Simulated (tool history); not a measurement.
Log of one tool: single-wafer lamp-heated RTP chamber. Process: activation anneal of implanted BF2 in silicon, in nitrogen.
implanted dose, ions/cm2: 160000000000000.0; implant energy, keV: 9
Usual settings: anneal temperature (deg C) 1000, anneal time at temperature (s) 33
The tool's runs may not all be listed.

run	hour	anneal temperature (deg C)	anneal time at temperature (s)	read-back reference wafer on the same gauge, sheet resistance	sheet resistance of the implanted and annealed layer (ohm/square)
1	0	1000	33	592.6	668.55
2	30.6	1000	33	592.69	666.68
3	44.3	1000	44	592.72	656.38
4	62.9	1000	44	593.31	661.23
# hour 77: pyrometer window cleaned and pyrometer calibrated
5	91.3	1000	44	592.63	662.08
6	123.5	1000	39	592.94	667.5
7	154.4	1000	39	593.1	664.76
# hour 177.6: reflector plate cleaned
8	187.4	1000	40	592.64	662.92
9	214.6	1000	40	593.62	661.53
10	239.9	1000	40	592.81	663.75
11	273.8	1000	33	593.09	664.98
12	293.6	1000	27	593.21	670.72
13	317.8	980	22	592.75	680.84
14	336.7	1000	33	592.59	663.01
# hour 357.6: pyrometer window cleaned and pyrometer calibrated
15	371.2	971	41	593.31	681.88
16	388.8	1011	15	592.2	681.32
17	406.8	980	33	593.14	679.53
18	435.3	1000	15	592.96	684.74
19	457.1	1000	33	592.68	669
20	479.3	1000	33	592.49	669.44
21	509.4	1000	33	593.8	666.74
22	545.3	1016	23	593.09	666.5
23	584.9	975	48	592.6	671.11
# hour 607.7: pyrometer window cleaned and pyrometer calibrated
# hour 658.3: gauge calibrated
24	661.6	1000	45	593.05	663.45
25	687.3	975	48	592.53	673.76
26	712.6	1000	18	592.9	681.88
27	734.8	1015	27	593.63	663.61
28	769.2	975	26	592.65	683.92
29	790.9	1012	49	593.46	650.73
30	803.9	991	26	593.11	673.56
31	822.8	984	18	592.97	684.37
32	837.7	986	33	592.94	675.77
# hour 858.2: pyrometer window cleaned and pyrometer calibrated
33	858.7	1000	33	592.25	671.62
34	875.6	1000	23	592.79	677.95
# hour 891.3: reflector plate cleaned
35	902.5	1000	20	592.57	681.3
36	928.6	1000	33	592.66	671.08

What the log doesn't show, run by run:
wafer temperature error from the tarnished reflector plate, K: 0 in every run
gauge reads high (%): 0 in every run
H1: true wafer temperature minus pyrometer reading, K
run	H1
1	5.44
2	7.41
3	8.4
4	9.85
5	1.99
6	2.34
7	3.03
8	4.14
9	5.34
10	6.7
11	8.88
12	10.3
13	12.3
14	14
15	0.639
16	0.78
17	1.04
18	1.68
19	2.37
20	3.25
21	4.72
22	6.9
23	9.84
24	1.49
25	2.1
26	2.93
27	3.85
28	5.63
29	6.97
30	7.85
31	9.24
32	10.4
33	0.578
34	0.633
35	0.93
36	1.46

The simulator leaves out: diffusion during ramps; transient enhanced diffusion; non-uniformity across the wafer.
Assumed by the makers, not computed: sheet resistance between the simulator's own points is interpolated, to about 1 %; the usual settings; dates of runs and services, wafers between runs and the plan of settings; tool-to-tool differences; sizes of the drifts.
